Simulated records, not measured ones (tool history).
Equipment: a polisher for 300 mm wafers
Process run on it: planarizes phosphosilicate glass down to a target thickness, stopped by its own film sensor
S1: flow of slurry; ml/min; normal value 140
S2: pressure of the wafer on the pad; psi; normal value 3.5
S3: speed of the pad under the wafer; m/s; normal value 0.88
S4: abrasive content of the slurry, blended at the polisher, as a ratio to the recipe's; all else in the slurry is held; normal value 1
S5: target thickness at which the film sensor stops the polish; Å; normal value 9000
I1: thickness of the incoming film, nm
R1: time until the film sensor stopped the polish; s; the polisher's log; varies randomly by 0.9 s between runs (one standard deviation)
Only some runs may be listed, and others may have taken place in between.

run	hour	S1	S2	S3	S4	S5	I1	R1
1	0	140	3.5	0.88	1	9000	1427	64.9
2	11.9	140	3.5	0.88	1	9000	1440.1	67.7
3	55.4	125	3.5	0.88	1	9000	1408.4	65.8
4	73	125	3.5	0.88	1	9000	1457	71.2
5	88.3	125	3.5	0.88	1	9000	1405.8	62.8
# hour 99.5: worn pad replaced by a new one
6	101.9	140	3.5	0.88	1	9000	1450.5	70.6
7	115.4	140	3.5	0.88	1	9000	1421.2	66.1
8	121.6	140	3.5	0.88	1	9000	1406.1	62.7
# hour 134.5: slurry nozzle cleaned
# hour 138.7: slurry blender recalibrated
9	156.3	140	3.5	0.88	0.85	9000	1430.3	77.3
# hour 164.9: head pressure recalibrated
10	177.4	90	2.4	0.6	1	8390	1415.9	154
# hour 186.9: conditioning disc replaced and pad reconditioned
11	187.4	140	3	0.88	1	10340	1423.5	55.9
# hour 195.1: worn pad replaced by a new one
12	195.6	140	4.5	0.88	1	9000	1446.2	53
13	204.5	140	3.5	0.88	1	9000	1456.9	69.3
14	217.2	140	3.5	0.88	0.75	10330	1438.2	67.9
15	225.2	105	3.5	1.06	0.85	9000	1440.7	72.5
16	255.8	105	3.5	0.76	1	9000	1409.9	76.8
17	264	140	3.5	0.88	1	9570	1436.5	60.2

Consider 4 possible next runs. They are alternatives, not a sequence: every one starts from the tool as it was left by run 17. What does each give?
A	264.4	140	3.5	0.88	1	9000	1418.9	?
B	264.4	110	2.5	0.88	1	9000	1418.9	?
C	264.4	140	3.5	0.88	0.9	8440	1418.9	?
D	264.4	140	3.5	0.88	0.8	9570	1418.9	?

run	R1
A	66.3
B	98.2
C	80.3
D	72.8
Take away the tool's hidden state, keep each run's random variation, and the runs would have read:
run	R1
A	66.3
B	98.2
C	80.3
D	72.8
